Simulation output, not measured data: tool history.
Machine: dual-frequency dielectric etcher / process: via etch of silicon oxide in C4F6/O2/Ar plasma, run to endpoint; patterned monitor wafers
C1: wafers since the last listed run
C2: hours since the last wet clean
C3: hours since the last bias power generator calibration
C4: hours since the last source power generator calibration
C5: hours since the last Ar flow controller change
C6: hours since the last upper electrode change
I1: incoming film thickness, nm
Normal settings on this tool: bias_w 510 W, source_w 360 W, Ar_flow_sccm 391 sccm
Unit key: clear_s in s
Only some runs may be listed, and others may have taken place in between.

{"run": 1, "hour": 0.0, "bias_w": 510, "source_w": 360, "Ar_flow_sccm": 391, "C1": 0, "C2": 437.1, "C3": 1731.6, "C4": 3085.8, "C5": 2196.8, "C6": 4939.4, "I1": 132.3, "clear_s": 30.1}
{"run": 2, "hour": 11.6, "bias_w": 510, "source_w": 360, "Ar_flow_sccm": 391, "C1": 157, "C2": 448.7, "C3": 1743.2, "C4": 3097.4, "C5": 2208.4, "C6": 4951, "I1": 131.9, "clear_s": 29.5}
{"run": 3, "hour": 20.5, "bias_w": 510, "source_w": 360, "Ar_flow_sccm": 391, "C1": 120, "C2": 457.6, "C3": 1752.1, "C4": 3106.3, "C5": 2217.3, "C6": 4959.9, "I1": 132.7, "clear_s": 29.9}
{"run": 4, "hour": 36.6, "bias_w": 510, "source_w": 410, "Ar_flow_sccm": 391, "C1": 218, "C2": 473.7, "C3": 1768.2, "C4": 3122.4, "C5": 2233.4, "C6": 4976, "I1": 132.7, "clear_s": 28.9}
{"run": 5, "hour": 46.5, "bias_w": 510, "source_w": 360, "Ar_flow_sccm": 440, "C1": 134, "C2": 483.6, "C3": 1778.1, "C4": 3132.3, "C5": 2243.3, "C6": 4985.9, "I1": 129.8, "clear_s": 29.6}
{"run": 6, "hour": 59.9, "bias_w": 510, "source_w": 360, "Ar_flow_sccm": 391, "C1": 181, "C2": 497, "C3": 1791.5, "C4": 3145.7, "C5": 2256.7, "C6": 4999.3, "I1": 130.7, "clear_s": 29.2}
{"hour": 87.7, "done": "wet clean of the chamber"}
{"run": 7, "hour": 88.2, "bias_w": 510, "source_w": 360, "Ar_flow_sccm": 391, "C1": 58, "C2": 0.5, "C3": 1819.8, "C4": 3174, "C5": 2285, "C6": 5027.6, "I1": 130.8, "clear_s": 30.7}
{"run": 8, "hour": 88.5, "bias_w": 510, "source_w": 360, "Ar_flow_sccm": 391, "C1": 4, "C2": 0.8, "C3": 1820.1, "C4": 3174.3, "C5": 2285.3, "C6": 5027.9, "I1": 130.8, "clear_s": 31.2}
{"run": 9, "hour": 88.8, "bias_w": 510, "source_w": 360, "Ar_flow_sccm": 391, "C1": 4, "C2": 1.1, "C3": 1820.4, "C4": 3174.6, "C5": 2285.6, "C6": 5028.2, "I1": 133.3, "clear_s": 31.5}
{"run": 10, "hour": 94.0, "bias_w": 510, "source_w": 360, "Ar_flow_sccm": 391, "C1": 70, "C2": 6.3, "C3": 1825.6, "C4": 3179.8, "C5": 2290.8, "C6": 5033.4, "I1": 130.9, "clear_s": 30.8}
{"run": 11, "hour": 101.9, "bias_w": 510, "source_w": 410, "Ar_flow_sccm": 391, "C1": 107, "C2": 14.2, "C3": 1833.5, "C4": 3187.7, "C5": 2298.7, "C6": 5041.3, "I1": 131.6, "clear_s": 30.4}
{"hour": 137.0, "done": "source power generator calibrated"}
{"hour": 144.8, "done": "Ar flow controller replaced"}
{"hour": 156.2, "done": "upper electrode replaced"}
{"run": 12, "hour": 156.7, "bias_w": 510, "source_w": 360, "Ar_flow_sccm": 431, "C1": 453, "C2": 69, "C3": 1888.3, "C4": 19.7, "C5": 11.9, "C6": 0.5, "I1": 131.9, "clear_s": 31.2}
{"run": 13, "hour": 159.7, "bias_w": 607, "source_w": 360, "Ar_flow_sccm": 354, "C1": 40, "C2": 72, "C3": 1891.3, "C4": 22.7, "C5": 14.9, "C6": 3.5, "I1": 130.9, "clear_s": 29.1}
{"run": 14, "hour": 173.4, "bias_w": 510, "source_w": 450, "Ar_flow_sccm": 391, "C1": 185, "C2": 85.7, "C3": 1905, "C4": 36.4, "C5": 28.6, "C6": 17.2, "I1": 131.7, "clear_s": 29.3}
{"run": 15, "hour": 180.1, "bias_w": 510, "source_w": 320, "Ar_flow_sccm": 391, "C1": 90, "C2": 92.4, "C3": 1911.7, "C4": 43.1, "C5": 35.3, "C6": 23.9, "I1": 132.7, "clear_s": 31.9}
{"hour": 186.6, "done": "bias power generator calibrated"}
{"run": 16, "hour": 194.6, "bias_w": 624, "source_w": 300, "Ar_flow_sccm": 315, "C1": 142, "C2": 106.9, "C3": 8, "C4": 57.6, "C5": 49.8, "C6": 38.4, "I1": 132.4, "clear_s": 30.3}
{"run": 17, "hour": 209.0, "bias_w": 510, "source_w": 360, "Ar_flow_sccm": 391, "C1": 195, "C2": 121.3, "C3": 22.4, "C4": 72, "C5": 64.2, "C6": 52.8, "I1": 133.1, "clear_s": 30.9}
{"run": 18, "hour": 216.2, "bias_w": 597, "source_w": 360, "Ar_flow_sccm": 355, "C1": 97, "C2": 128.5, "C3": 29.6, "C4": 79.2, "C5": 71.4, "C6": 60, "I1": 131.7, "clear_s": 29.4}
{"run": 19, "hour": 228.3, "bias_w": 510, "source_w": 360, "Ar_flow_sccm": 391, "C1": 163, "C2": 140.6, "C3": 41.7, "C4": 91.3, "C5": 83.5, "C6": 72.1, "I1": 130.8, "clear_s": 30.8}
{"run": 20, "hour": 236.8, "bias_w": 510, "source_w": 360, "Ar_flow_sccm": 365, "C1": 115, "C2": 149.1, "C3": 50.2, "C4": 99.8, "C5": 92, "C6": 80.6, "I1": 131.6, "clear_s": 30.2}

Below are 3 alternative next runs, each starting from the tool's condition after run 20. Predict each:
{"run": "A", "hour": 237.2, "bias_w": 510, "source_w": 360, "Ar_flow_sccm": 295, "C1": 5, "C2": 149.5, "C3": 50.6, "C4": 100.2, "C5": 92.4, "C6": 81, "I1": 131.7, "clear_s": "?"}
{"run": "B", "hour": 237.2, "bias_w": 433, "source_w": 440, "Ar_flow_sccm": 456, "C1": 5, "C2": 149.5, "C3": 50.6, "C4": 100.2, "C5": 92.4, "C6": 81, "I1": 131.7, "clear_s": "?"}
{"run": "C", "hour": 237.2, "bias_w": 607, "source_w": 330, "Ar_flow_sccm": 461, "C1": 5, "C2": 149.5, "C3": 50.6, "C4": 100.2, "C5": 92.4, "C6": 81, "I1": 131.7, "clear_s": "?"}

run=A clear_s=29.8
run=B clear_s=30.5
run=C clear_s=30.5
Without the tool's unlogged condition, the same runs would have read:
run=A clear_s=30
run=B clear_s=30.7
run=C clear_s=30.7
